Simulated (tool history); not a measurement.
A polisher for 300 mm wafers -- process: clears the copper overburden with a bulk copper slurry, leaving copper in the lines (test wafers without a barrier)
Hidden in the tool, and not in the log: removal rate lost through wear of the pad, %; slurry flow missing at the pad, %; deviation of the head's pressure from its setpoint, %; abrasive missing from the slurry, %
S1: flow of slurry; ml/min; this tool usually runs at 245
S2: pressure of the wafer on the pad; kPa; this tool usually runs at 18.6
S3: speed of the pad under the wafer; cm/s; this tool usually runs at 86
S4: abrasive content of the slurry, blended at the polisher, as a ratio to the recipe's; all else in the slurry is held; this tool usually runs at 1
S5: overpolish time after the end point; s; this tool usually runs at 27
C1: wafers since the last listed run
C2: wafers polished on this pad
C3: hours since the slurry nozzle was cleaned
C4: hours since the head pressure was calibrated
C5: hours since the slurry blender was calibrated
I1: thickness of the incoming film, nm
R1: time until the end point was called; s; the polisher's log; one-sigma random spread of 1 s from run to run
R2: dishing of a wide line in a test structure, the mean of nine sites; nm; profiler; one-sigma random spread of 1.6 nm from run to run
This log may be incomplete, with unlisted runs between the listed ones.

run	hour	S1	S2	S3	S4	S5	C1	C2	C3	C4	C5	I1	R1	R2
1	0	245	15.2	86	1	27	0	2029	243.8	943.4	242.7	546.1	84.5	96.2
2	27.9	245	18.6	86	1	27	197	2227	271.7	971.3	270.6	545.5	73.1	105.4
# hour 68: worn pad replaced by a new one
3	92.9	245	18.6	86	1	27	432	176	336.7	1036.3	335.6	548.6	70.9	109.5
# hour 141.6: slurry blender recalibrated
4	142.9	245	18.6	86	1	27	340	516	386.7	1086.3	1.3	555.3	67.6	110.8
# hour 144.8: slurry nozzle cleaned
5	232.3	245	18.6	86	1	27	626	1142	87.5	1175.7	90.7	553	70.8	108.1
6	298.1	300	18.6	86	1	27	466	1608	153.3	1241.5	156.5	549.9	68.9	109.6
7	336.8	245	18.6	86	0.8	27	274	1882	192	1280.2	195.2	544.1	73.1	105.8
8	407.6	245	18.6	86	0.8	27	501	2384	262.8	1351	266	546.1	78.9	104.2
9	435.2	300	18.6	86	1	27	195	2579	290.4	1378.6	293.6	553.4	74.7	107.9
# hour 448: worn pad replaced by a new one
10	504.2	245	18.6	106	1	27	460	397	359.4	1447.6	362.6	543.9	63.4	113.1
11	571.2	185	22.8	104	1	35	474	872	426.4	1514.6	429.6	539.4	58	140.8
# hour 606.6: head pressure recalibrated
# hour 611.8: slurry blender recalibrated
12	616.5	245	18.6	64	1	27	292	1165	471.7	9.9	4.7	542.6	81.5	95.7
# hour 652.2: slurry nozzle cleaned
13	684.9	245	20	86	1	38	477	1642	32.7	78.3	73.1	544.3	66.4	134.7
14	718.1	245	18.6	112	1	27	235	1877	65.9	111.5	106.3	544.6	60.3	119.3
15	753.6	290	18.6	106	0.75	27	251	2129	101.4	147	141.8	543.1	65.9	112.6
# hour 810.7: worn pad replaced by a new one
16	824.6	185	18.6	96	1.25	33	474	98	172.4	218	212.8	549.8	61.4	130.7
17	862.7	245	18.6	86	1.1	33	269	368	210.5	256.1	250.9	544.6	67	122.1
18	909.8	245	14.5	56	1	27	333	701	257.6	303.2	298	554	109.4	82.4
19	942.4	245	23.4	86	1	27	230	932	290.2	335.8	330.6	540.9	60.6	121.2
20	1014.3	245	15.2	86	1.25	27	509	1442	362.1	407.7	402.5	546.3	83.2	96.3
# hour 1033.9: slurry nozzle cleaned
# hour 1046.4: slurry blender recalibrated
21	1049	245	20.7	86	0.8	23	224	1666	15.1	442.4	2.6	551.1	70.5	97.8
22	1106.3	245	18.6	86	1	27	405	2072	72.4	499.7	59.9	548.4	72.5	106.4

What does the tool deliver on the next run?
23	1171.4	245	20.7	86	1	27	461	2533	137.5	564.8	125	542.9	?	?

{"run 23": {"R1": 66, "R2": 116.1}}
If the tool had no hidden condition, the same run with the same run-to-run variation would have returned R1 58.5 s, R2 124.8 nm.
